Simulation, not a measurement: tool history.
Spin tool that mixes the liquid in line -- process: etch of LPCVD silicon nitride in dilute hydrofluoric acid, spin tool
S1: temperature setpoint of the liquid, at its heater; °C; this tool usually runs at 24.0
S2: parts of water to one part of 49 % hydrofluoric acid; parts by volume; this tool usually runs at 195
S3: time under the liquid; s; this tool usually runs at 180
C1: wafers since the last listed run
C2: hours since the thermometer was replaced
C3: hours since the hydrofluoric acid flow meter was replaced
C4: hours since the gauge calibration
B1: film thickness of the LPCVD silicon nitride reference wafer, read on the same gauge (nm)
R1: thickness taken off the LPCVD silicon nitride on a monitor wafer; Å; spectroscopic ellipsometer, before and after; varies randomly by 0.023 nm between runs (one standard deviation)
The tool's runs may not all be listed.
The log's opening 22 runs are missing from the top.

run     day    S1   S2   S3  C1      C2      C3     C4       B1     R1
 23  11.650  24.0  195  180  62  1079.8  1421.8  154.0  129.996   5.57
     12.367  -- hydrofluoric acid flow meter replaced
     12.408  -- thermometer replaced
 24  12.429  24.0  270  180  87     0.5     1.5  172.7  129.994   3.99
 25  12.754  24.0  140  180  40     8.3     9.3  180.5  130.004   8.14
 26  13.458  28.0  195  280  87    25.2    26.2  197.4  129.997  11.03
 27  14.058  24.0  195  115  74    39.6    40.6  211.8  130.007   3.55
 28  14.346  24.0  195  180  35    46.5    47.5  218.7  130.015   4.96
 29  14.638  28.5  275  100  36    53.5    54.5  225.7  129.977   2.74
 30  15.246  24.0  195  180  75    68.1    69.1  240.3  130.003   5.41
 31  15.912  24.0  195  180  83    84.1    85.1  256.3  129.986   5.67
 32  16.225  27.5  150  180  39    91.6    92.6  263.8  129.972   9.00

Forecast each of these 5 alternatives for the next run:
  A  16.246  22.5  195  180   2  92.1  93.1  264.3   ?   ?
  B  16.246  19.5   95  240   2  92.1  93.1  264.3   ?   ?
  C  16.246  25.5  240  285   2  92.1  93.1  264.3   ?   ?
  D  16.246  24.0  195  130   2  92.1  93.1  264.3   ?   ?
  E  16.246  21.5  195  145   2  92.1  93.1  264.3   ?   ?

run       B1     R1
  A  129.989   4.72
  B  129.989  10.42
  C  129.989   7.34
  D  129.989   3.75
  E  129.989   3.56
With the hidden condition removed and each run's random variation left untouched, the same runs would have given:
run     R1
  A   4.72
  B  10.42
  C   7.34
  D   3.75
  E   3.56

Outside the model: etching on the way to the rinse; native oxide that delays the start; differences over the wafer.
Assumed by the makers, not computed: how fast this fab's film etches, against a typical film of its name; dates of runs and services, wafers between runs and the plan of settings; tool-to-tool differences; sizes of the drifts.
